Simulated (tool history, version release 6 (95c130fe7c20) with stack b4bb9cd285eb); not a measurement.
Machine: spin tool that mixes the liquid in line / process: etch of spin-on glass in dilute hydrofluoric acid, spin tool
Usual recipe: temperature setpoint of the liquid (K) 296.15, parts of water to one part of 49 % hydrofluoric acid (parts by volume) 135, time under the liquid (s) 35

run,hour,temperature setpoint of the liquid (K),parts of water to one part of 49 % hydrofluoric acid (parts by volume),time under the liquid (s),"read-back film thickness of the spin-on glass reference wafer, read on the same gauge (nm)",thickness taken off the spin-on glass on a monitor wafer (nm)
1,0.0,296.15,135,35,99.99,8.03
2,15.9,296.15,135,35,99.99,8.02
3,49.0,296.15,135,35,100.01,7.90
4,80.5,298.65,135,35,100.02,8.80
5,110.3,298.65,135,35,99.99,8.70
6,145.9,298.65,135,35,100.01,8.72
# hour 155.6: gauge calibrated
# hour 232.7: hydrofluoric acid flow meter replaced
7,234.1,296.15,135,35,99.99,8.77
8,258.8,294.15,135,35,100.01,8.09
# hour 280.2: thermometer replaced
9,293.9,294.15,135,35,100.00,8.97
10,317.1,294.15,135,35,100.00,8.88
11,337.2,296.15,135,35,100.00,9.68
12,356.6,296.15,135,35,99.99,9.58
13,380.2,296.15,135,45,99.99,12.18
14,407.8,296.15,135,35,100.00,9.56
15,420.4,300.65,195,30,100.01,6.17
16,454.5,296.15,190,25,100.00,4.47
17,467.7,297.65,195,45,100.01,8.21
# hour 498.5: gauge calibrated
18,498.6,296.15,135,35,99.99,9.34
19,513.7,298.65,110,25,100.00,9.18
20,536.1,294.15,135,25,100.01,6.23
21,564.8,296.15,190,15,100.00,2.65
22,596.4,296.15,175,55,100.00,10.73
23,614.3,296.15,135,30,100.00,7.87
24,635.0,296.15,135,55,99.99,14.48

Some steps in thickness taken off the spin-on glass on a monitor wafer (nm), run to run, broken into two amounts with sign: the step expected even without the hidden condition (settings, incoming material, random variation), and the rest, left for the hidden condition together with whatever gauge scatter is not in both the measured and the hidden-condition-free result:
The hidden state here: liquid colder than its thermometer reads (K); hydrofluoric acid flow below the setpoint (%); gauge reads high (%).
Run 6 -> 7: temperature setpoint of the liquid (K) 298.65 -> 296.15, gauge calibrated, hydrofluoric acid flow meter replaced. thickness taken off the spin-on glass on a monitor wafer (nm) +0.05: hidden state +1.15, all else -1.10.
Run 8 -> 9: thermometer replaced. thickness taken off the spin-on glass on a monitor wafer (nm) +0.88: hidden state +0.81, all else +0.07.
Run 21 -> 22: parts of water to one part of 49 % hydrofluoric acid (parts by volume) 190 -> 175, time under the liquid (s) 15 -> 55. thickness taken off the spin-on glass on a monitor wafer (nm) +8.08: hidden state -0.49, all else +8.57.
Run 23 -> 24: time under the liquid (s) 30 -> 55. thickness taken off the spin-on glass on a monitor wafer (nm) +6.61: hidden state -0.44, all else +7.05.
